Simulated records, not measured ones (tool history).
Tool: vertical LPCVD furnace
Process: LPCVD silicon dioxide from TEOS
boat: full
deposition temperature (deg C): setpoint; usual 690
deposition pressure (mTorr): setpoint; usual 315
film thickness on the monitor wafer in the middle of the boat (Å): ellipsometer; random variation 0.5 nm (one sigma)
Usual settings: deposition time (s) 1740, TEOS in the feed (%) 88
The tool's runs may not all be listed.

run,hour,deposition temperature (deg C),deposition pressure (mTorr),deposition time (s),TEOS in the feed (%),wafers since the last listed run,hours since the last temperature calibration,hours since the pressure gauge was zeroed,hours since the TEOS flow controller was replaced,hours since the gauge calibration,"read-back reference wafer on the same gauge, thickness",film thickness on the monitor wafer in the middle of the boat (Å)
1,0,690,315,1740,88,0,1489.8,4486.3,2036.6,231.6,211.05,2343.9
2,42.4,690,315,1740,88,586,1532.2,4528.7,2079,274,211.15,2342.4
3,72.2,690,315,1740,88,412,1562,4558.5,2108.8,303.8,210.91,2359.8
4,96.3,690,315,1740,88,333,1586.1,4582.6,2132.9,327.9,210.85,2358.6
5,129.3,690,315,1740,88,456,1619.1,4615.6,2165.9,360.9,211.01,2368
6,152,690,315,1740,88,313,1641.8,4638.3,2188.6,383.6,211.11,2367.6
7,173.9,693,315,2160,88,302,1663.7,4660.2,2210.5,405.5,210.81,3157.1
8,189.4,690,240,2190,88,214,1679.2,4675.7,2226,421,210.76,2598.5
9,202.1,686,315,1740,74,175,1691.9,4688.4,2238.7,433.7,211.08,1971.4
10,217.4,690,265,1740,97,211,1707.2,4703.7,2254,449,210.96,2287
# hour 279.7: pressure gauge zeroed
# hour 290.1: thermocouples replaced and temperature profile calibrated
11,290.6,690,315,1080,88,537,0.5,10.9,2327.2,522.2,210.69,1337.7
# hour 339.1: gauge calibrated
# hour 344.2: TEOS flow controller replaced
12,368.4,690,315,1740,88,744,78.3,88.7,24.2,29.3,211.05,2165.7
13,401.9,690,315,1740,88,463,111.8,122.2,57.7,62.8,210.93,2161.2
14,425.8,690,315,1740,97,330,135.7,146.1,81.6,86.7,211.02,2278.9
15,458.2,690,315,1740,88,448,168.1,178.5,114,119.1,210.82,2175

Some steps in film thickness on the monitor wafer in the middle of the boat (Å) between neighbouring runs. How much of each would the tool show without its hidden state too (settings, what came in, random variation), and how much is left for the hidden state, with any gauge scatter that isn't in both results?
The hidden state here: true tube temperature minus thermocouple reading, K; true pressure minus gauge reading, mTorr; deviation of the TEOS flow from its setpoint, %; gauge reads high (%).
Run 10 -> 11: deposition pressure (mTorr) 265 -> 315, deposition time (s) 1740 -> 1080, TEOS in the feed (%) 97 -> 88, pressure gauge zeroed, thermocouples replaced and temperature profile calibrated. film thickness on the monitor wafer in the middle of the boat (Å) -949.3: hidden state -215.9, all else -733.4.

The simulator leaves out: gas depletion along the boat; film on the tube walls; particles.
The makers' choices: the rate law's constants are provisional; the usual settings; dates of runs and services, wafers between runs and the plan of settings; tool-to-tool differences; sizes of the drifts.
